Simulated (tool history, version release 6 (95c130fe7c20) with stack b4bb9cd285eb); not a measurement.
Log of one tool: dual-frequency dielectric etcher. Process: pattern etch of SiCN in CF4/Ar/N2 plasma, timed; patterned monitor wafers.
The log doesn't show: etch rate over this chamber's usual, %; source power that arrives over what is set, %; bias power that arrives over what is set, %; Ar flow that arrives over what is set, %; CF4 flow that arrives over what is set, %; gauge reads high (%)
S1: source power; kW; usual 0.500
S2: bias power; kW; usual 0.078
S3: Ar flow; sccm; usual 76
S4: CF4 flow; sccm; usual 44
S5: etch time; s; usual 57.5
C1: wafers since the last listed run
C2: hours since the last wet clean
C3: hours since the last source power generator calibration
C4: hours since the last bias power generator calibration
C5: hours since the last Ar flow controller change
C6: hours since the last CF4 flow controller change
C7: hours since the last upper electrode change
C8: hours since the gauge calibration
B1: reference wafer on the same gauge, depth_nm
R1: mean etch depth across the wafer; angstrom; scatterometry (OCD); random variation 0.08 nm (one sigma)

run 1 hour=0.0 | S1=0.500 S2=0.078 S3=76 S4=44 S5=57.5 | C1=0 C2=268.7 C3=5036.5 C4=4047.2 C5=4536.2 C6=2584.5 C7=3508.5 C8=41.5 | B1=51.6 | R1=534
-- hour=32.2 Ar flow controller replaced
-- hour=34.1 upper electrode replaced
run 2 hour=34.6 | S1=0.500 S2=0.078 S3=76 S4=44 S5=57.5 | C1=455 C2=303.3 C3=5071.1 C4=4081.8 C5=2.4 C6=2619.1 C7=0.5 C8=76.1 | B1=51.6 | R1=534
run 3 hour=34.9 | S1=0.500 S2=0.078 S3=76 S4=44 S5=57.5 | C1=5 C2=303.6 C3=5071.4 C4=4082.1 C5=2.7 C6=2619.4 C7=0.8 C8=76.4 | B1=51.6 | R1=533
-- hour=40.7 source power generator calibrated
run 4 hour=48.4 | S1=0.500 S2=0.097 S3=95 S4=44 S5=57.5 | C1=161 C2=317.1 C3=7.7 C4=4095.6 C5=16.2 C6=2632.9 C7=14.3 C8=89.9 | B1=51.6 | R1=574
run 5 hour=59.1 | S1=0.500 S2=0.078 S3=76 S4=44 S5=57.5 | C1=182 C2=327.8 C3=18.4 C4=4106.3 C5=26.9 C6=2643.6 C7=25.0 C8=100.6 | B1=51.6 | R1=534
run 6 hour=67.5 | S1=0.500 S2=0.078 S3=76 S4=44 S5=57.5 | C1=142 C2=336.2 C3=26.8 C4=4114.7 C5=35.3 C6=2652.0 C7=33.4 C8=109.0 | B1=51.6 | R1=533
run 7 hour=80.5 | S1=0.560 S2=0.097 S3=58 S4=44 S5=52.5 | C1=221 C2=349.2 C3=39.8 C4=4127.7 C5=48.3 C6=2665.0 C7=46.4 C8=122.0 | B1=51.6 | R1=597
-- hour=94.3 CF4 flow controller replaced
-- hour=94.6 bias power generator calibrated
-- hour=105.5 wet clean of the chamber
run 8 hour=106.0 | S1=0.500 S2=0.078 S3=76 S4=44 S5=57.5 | C1=141 C2=0.5 C3=65.3 C4=11.4 C5=73.8 C6=11.7 C7=71.9 C8=147.5 | B1=51.6 | R1=531
run 9 hour=106.4 | S1=0.500 S2=0.078 S3=76 S4=44 S5=57.5 | C1=6 C2=0.9 C3=65.7 C4=11.8 C5=74.2 C6=12.1 C7=72.3 C8=147.9 | B1=51.6 | R1=531
run 10 hour=118.4 | S1=0.500 S2=0.091 S3=88 S4=41 S5=74.5 | C1=204 C2=12.9 C3=77.7 C4=23.8 C5=86.2 C6=24.1 C7=84.3 C8=159.9 | B1=51.6 | R1=713
run 11 hour=134.3 | S1=0.500 S2=0.063 S3=83 S4=55 S5=72.5 | C1=270 C2=28.8 C3=93.6 C4=39.7 C5=102.1 C6=40.0 C7=100.2 C8=175.8 | B1=51.6 | R1=628
run 12 hour=142.4 | S1=0.500 S2=0.085 S3=64 S4=44 S5=57.5 | C1=137 C2=36.9 C3=101.7 C4=47.8 C5=110.2 C6=48.1 C7=108.3 C8=183.9 | B1=51.6 | R1=565
run 13 hour=158.6 | S1=0.540 S2=0.096 S3=68 S4=44 S5=74.0 | C1=275 C2=53.1 C3=117.9 C4=64.0 C5=126.4 C6=64.3 C7=124.5 C8=200.1 | B1=51.6 | R1=801
run 14 hour=172.8 | S1=0.500 S2=0.084 S3=90 S4=47 S5=57.5 | C1=241 C2=67.3 C3=132.1 C4=78.2 C5=140.6 C6=78.5 C7=138.7 C8=214.3 | B1=51.6 | R1=546
run 15 hour=185.2 | S1=0.500 S2=0.078 S3=76 S4=39 S5=57.5 | C1=211 C2=79.7 C3=144.5 C4=90.6 C5=153.0 C6=90.9 C7=151.1 C8=226.7 | B1=51.6 | R1=517
run 16 hour=196.8 | S1=0.420 S2=0.078 S3=95 S4=44 S5=51.0 | C1=197 C2=91.3 C3=156.1 C4=102.2 C5=164.6 C6=102.5 C7=162.7 C8=238.3 | B1=51.6 | R1=414
run 17 hour=211.4 | S1=0.460 S2=0.098 S3=76 S4=52 S5=41.0 | C1=248 C2=105.9 C3=170.7 C4=116.8 C5=179.2 C6=117.1 C7=177.3 C8=252.9 | B1=51.6 | R1=416
run 18 hour=218.9 | S1=0.500 S2=0.089 S3=76 S4=44 S5=57.5 | C1=127 C2=113.4 C3=178.2 C4=124.3 C5=186.7 C6=124.6 C7=184.8 C8=260.4 | B1=51.6 | R1=566
run 19 hour=234.4 | S1=0.610 S2=0.078 S3=68 S4=44 S5=57.5 | C1=263 C2=128.9 C3=193.7 C4=139.8 C5=202.2 C6=140.1 C7=200.3 C8=275.9 | B1=51.6 | R1=608
run 20 hour=248.3 | S1=0.500 S2=0.086 S3=76 S4=51 S5=51.5 | C1=236 C2=142.8 C3=207.6 C4=153.7 C5=216.1 C6=154.0 C7=214.2 C8=289.8 | B1=51.6 | R1=515
run 21 hour=263.0 | S1=0.500 S2=0.084 S3=76 S4=49 S5=57.5 | C1=250 C2=157.5 C3=222.3 C4=168.4 C5=230.8 C6=168.7 C7=228.9 C8=304.5 | B1=51.6 | R1=565

4 ways to go on from here, each from the tool as it stands after run 21. What would each give?
run A hour=263.4 | S1=0.500 S2=0.078 S3=76 S4=47 S5=57.5 | C1=6 C2=157.9 C3=222.7 C4=168.8 C5=231.2 C6=169.1 C7=229.3 C8=304.9 | B1=? | R1=?
run B hour=263.4 | S1=0.500 S2=0.078 S3=95 S4=44 S5=57.5 | C1=6 C2=157.9 C3=222.7 C4=168.8 C5=231.2 C6=169.1 C7=229.3 C8=304.9 | B1=? | R1=?
run C hour=263.4 | S1=0.500 S2=0.072 S3=76 S4=44 S5=41.0 | C1=6 C2=157.9 C3=222.7 C4=168.8 C5=231.2 C6=169.1 C7=229.3 C8=304.9 | B1=? | R1=?
run D hour=263.4 | S1=0.500 S2=0.072 S3=76 S4=33 S5=41.0 | C1=6 C2=157.9 C3=222.7 C4=168.8 C5=231.2 C6=169.1 C7=229.3 C8=304.9 | B1=? | R1=?

run=A B1=51.6 R1=540
run=B B1=51.6 R1=515
run=C B1=51.6 R1=365
run=D B1=51.6 R1=337
Without the tool's hidden state the same runs would have given:
run=A R1=539
run=B R1=514
run=C R1=364
run=D R1=337

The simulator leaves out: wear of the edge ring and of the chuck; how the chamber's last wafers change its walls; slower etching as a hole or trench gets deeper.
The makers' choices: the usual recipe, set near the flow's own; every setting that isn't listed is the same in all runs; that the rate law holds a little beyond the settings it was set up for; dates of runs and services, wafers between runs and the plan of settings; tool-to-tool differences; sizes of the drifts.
